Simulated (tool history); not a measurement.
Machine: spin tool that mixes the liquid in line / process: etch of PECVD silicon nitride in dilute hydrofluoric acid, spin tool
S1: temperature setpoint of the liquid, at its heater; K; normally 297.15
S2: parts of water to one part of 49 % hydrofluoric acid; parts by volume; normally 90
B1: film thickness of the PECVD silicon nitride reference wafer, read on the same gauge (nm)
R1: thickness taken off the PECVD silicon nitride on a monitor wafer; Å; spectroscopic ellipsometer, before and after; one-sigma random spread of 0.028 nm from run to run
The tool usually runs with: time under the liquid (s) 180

{"run": 1, "day": 0.0, "S1": 297.15, "S2": 90, "time under the liquid (s)": 180, "B1": 89.982, "R1": 40.33}
{"run": 2, "day": 1.938, "S1": 297.15, "S2": 90, "time under the liquid (s)": 180, "B1": 90.007, "R1": 40.29}
{"run": 3, "day": 3.083, "S1": 297.15, "S2": 90, "time under the liquid (s)": 180, "B1": 89.973, "R1": 40.24}
{"run": 4, "day": 5.888, "S1": 300.15, "S2": 90, "time under the liquid (s)": 180, "B1": 89.988, "R1": 48.89}
{"run": 5, "day": 8.808, "S1": 297.15, "S2": 90, "time under the liquid (s)": 180, "B1": 89.971, "R1": 40.26}
{"run": 6, "day": 10.233, "S1": 297.15, "S2": 90, "time under the liquid (s)": 180, "B1": 89.994, "R1": 39.83}
{"run": 7, "day": 11.679, "S1": 297.15, "S2": 90, "time under the liquid (s)": 180, "B1": 89.976, "R1": 39.83}
{"run": 8, "day": 13.592, "S1": 297.15, "S2": 90, "time under the liquid (s)": 145, "B1": 89.974, "R1": 31.88}
{"run": 9, "day": 14.65, "S1": 297.15, "S2": 90, "time under the liquid (s)": 180, "B1": 89.969, "R1": 40.04}
{"day": 15.321, "done": "gauge calibrated"}
{"run": 10, "day": 16.412, "S1": 297.15, "S2": 90, "time under the liquid (s)": 180, "B1": 89.996, "R1": 39.55}
{"run": 11, "day": 19.092, "S1": 297.15, "S2": 90, "time under the liquid (s)": 180, "B1": 90.006, "R1": 39.35}
{"run": 12, "day": 20.85, "S1": 297.15, "S2": 90, "time under the liquid (s)": 180, "B1": 90.001, "R1": 39.49}
{"run": 13, "day": 23.742, "S1": 297.15, "S2": 90, "time under the liquid (s)": 180, "B1": 89.995, "R1": 39.01}
{"run": 14, "day": 25.754, "S1": 297.15, "S2": 70, "time under the liquid (s)": 270, "B1": 90.016, "R1": 74.75}
{"run": 15, "day": 28.188, "S1": 297.15, "S2": 90, "time under the liquid (s)": 180, "B1": 90.016, "R1": 39}
{"run": 16, "day": 29.596, "S1": 295.65, "S2": 115, "time under the liquid (s)": 180, "B1": 90.01, "R1": 27.7}
{"run": 17, "day": 32.317, "S1": 297.15, "S2": 125, "time under the liquid (s)": 270, "B1": 89.985, "R1": 42.28}
{"day": 33.421, "done": "thermometer replaced"}
{"run": 18, "day": 33.571, "S1": 297.15, "S2": 90, "time under the liquid (s)": 105, "B1": 90.028, "R1": 23.99}
{"day": 34.9, "done": "hydrofluoric acid flow meter replaced"}
{"run": 19, "day": 35.712, "S1": 297.15, "S2": 90, "time under the liquid (s)": 180, "B1": 90.006, "R1": 41.01}
{"run": 20, "day": 36.738, "S1": 297.15, "S2": 105, "time under the liquid (s)": 75, "B1": 90.015, "R1": 14.41}
{"day": 37.667, "done": "gauge calibrated"}
{"run": 21, "day": 37.862, "S1": 295.15, "S2": 90, "time under the liquid (s)": 115, "B1": 89.993, "R1": 22.92}
{"run": 22, "day": 39.379, "S1": 297.15, "S2": 105, "time under the liquid (s)": 180, "B1": 89.985, "R1": 34.88}
{"run": 23, "day": 41.7, "S1": 293.65, "S2": 70, "time under the liquid (s)": 125, "B1": 89.976, "R1": 28.69}
{"run": 24, "day": 44.342, "S1": 297.15, "S2": 115, "time under the liquid (s)": 180, "B1": 90.025, "R1": 31.93}
{"run": 25, "day": 46.075, "S1": 294.65, "S2": 90, "time under the liquid (s)": 180, "B1": 89.977, "R1": 34.45}

What if the next run were any one of these 5? Each begins from the tool's condition after run 25:
{"run": "A", "day": 46.096, "S1": 297.15, "S2": 90, "time under the liquid (s)": 280, "B1": "?", "R1": "?"}
{"run": "B", "day": 46.096, "S1": 301.65, "S2": 130, "time under the liquid (s)": 260, "B1": "?", "R1": "?"}
{"run": "C", "day": 46.096, "S1": 297.15, "S2": 135, "time under the liquid (s)": 180, "B1": "?", "R1": "?"}
{"run": "D", "day": 46.096, "S1": 297.15, "S2": 90, "time under the liquid (s)": 220, "B1": "?", "R1": "?"}
{"run": "E", "day": 46.096, "S1": 294.15, "S2": 90, "time under the liquid (s)": 180, "B1": "?", "R1": "?"}

run=A B1=90.009 R1=63.03
run=B B1=90.009 R1=54.29
run=C B1=90.009 R1=27.15
run=D B1=90.009 R1=49.52
run=E B1=90.009 R1=33.13
With the hidden condition removed and each run's random variation left untouched, the same runs would have given:
run=A R1=64.08
run=B R1=55.15
run=C R1=27.6
run=D R1=50.35
run=E R1=33.69

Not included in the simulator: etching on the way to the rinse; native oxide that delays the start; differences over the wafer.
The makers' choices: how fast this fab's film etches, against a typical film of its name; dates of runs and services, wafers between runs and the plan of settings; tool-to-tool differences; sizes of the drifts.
